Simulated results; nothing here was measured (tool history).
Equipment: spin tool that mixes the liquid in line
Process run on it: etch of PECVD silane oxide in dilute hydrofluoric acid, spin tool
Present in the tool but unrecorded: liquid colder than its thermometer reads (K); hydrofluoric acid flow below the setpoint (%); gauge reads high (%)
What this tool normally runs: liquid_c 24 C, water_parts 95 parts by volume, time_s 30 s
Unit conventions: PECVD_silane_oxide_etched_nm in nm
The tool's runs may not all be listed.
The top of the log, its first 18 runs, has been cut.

| run | hour | liquid_c | water_parts | time_s | wafers since the last listed run | hours since the thermometer was replaced | hours since the hydrofluoric acid flow meter was replaced | hours since the gauge calibration | read-back film thickness of the PECVD silane oxide reference wafer, read on the same gauge (nm) | PECVD_silane_oxide_etched_nm |
|---|---|---|---|---|---|---|---|---|---|---|
| 19 | 419.8 | 22.5 | 95 | 30 | 203 | 755.2 | 49.7 | 479.8 | 99.96 | 13.22 |
| 20 | 440.2 | 27 | 95 | 20 | 199 | 775.6 | 70.1 | 500.2 | 100.06 | 10.72 |
| 21 | 456.2 | 22 | 95 | 30 | 156 | 791.6 | 86.1 | 516.2 | 99.96 | 12.65 |
| 22 | 491.8 | 25.5 | 75 | 45 | 348 | 827.2 | 121.7 | 551.8 | 100.06 | 28.47 |
| 23 | 506.3 | 19 | 95 | 30 | 141 | 841.7 | 136.2 | 566.3 | 100.06 | 11.21 |
| 24 | 520.9 | 24 | 95 | 30 | 142 | 856.3 | 150.8 | 580.9 | 99.98 | 13.83 |
|  | 522.4 | gauge calibrated |
| 25 | 576.3 | 24 | 80 | 40 | 542 | 911.7 | 206.2 | 53.9 | 100.01 | 22.51 |
| 26 | 600.8 | 24 | 65 | 15 | 239 | 936.2 | 230.7 | 78.4 | 99.96 | 10.35 |
|  | 618.6 | thermometer replaced |
| 27 | 622.7 | 27 | 95 | 30 | 204 | 4.1 | 252.6 | 100.3 | 100.03 | 15.16 |
| 28 | 648.5 | 24 | 60 | 30 | 252 | 29.9 | 278.4 | 126.1 | 100.04 | 22.97 |
| 29 | 675.1 | 24 | 95 | 30 | 260 | 56.5 | 305 | 152.7 | 99.96 | 13.64 |
| 30 | 693.6 | 24 | 95 | 35 | 181 | 75 | 323.5 | 171.2 | 100.01 | 16 |
| 31 | 727.3 | 24 | 55 | 30 | 329 | 108.7 | 357.2 | 204.9 | 99.96 | 24.37 |
| 32 | 759.4 | 26.5 | 145 | 30 | 314 | 140.8 | 389.3 | 237 | 100.01 | 9.2 |
| 33 | 772.6 | 24 | 60 | 30 | 129 | 154 | 402.5 | 250.2 | 100.02 | 22.25 |
| 34 | 801.1 | 20.5 | 75 | 15 | 278 | 182.5 | 431 | 278.7 | 99.96 | 7.54 |

Consider 3 possible next runs. They are alternatives, not a sequence: every one starts from the tool as it was left by run 34. What does each give?
| A | 801.5 | 24 | 45 | 30 | 3 | 182.9 | 431.4 | 279.1 | ? | ? |
| B | 801.5 | 24 | 140 | 30 | 3 | 182.9 | 431.4 | 279.1 | ? | ? |
| C | 801.5 | 24 | 95 | 45 | 3 | 182.9 | 431.4 | 279.1 | ? | ? |

| run | read-back film thickness of the PECVD silane oxide reference wafer, read on the same gauge (nm) | PECVD_silane_oxide_etched_nm |
|---|---|---|
| A | 100.01 | 30.26 |
| B | 100.01 | 8.6 |
| C | 100.01 | 20.11 |
Take away the tool's hidden state, keep each run's random variation, and the runs would have read:
| run | PECVD_silane_oxide_etched_nm |
|---|---|
| A | 31.77 |
| B | 9.07 |
| C | 21.17 |

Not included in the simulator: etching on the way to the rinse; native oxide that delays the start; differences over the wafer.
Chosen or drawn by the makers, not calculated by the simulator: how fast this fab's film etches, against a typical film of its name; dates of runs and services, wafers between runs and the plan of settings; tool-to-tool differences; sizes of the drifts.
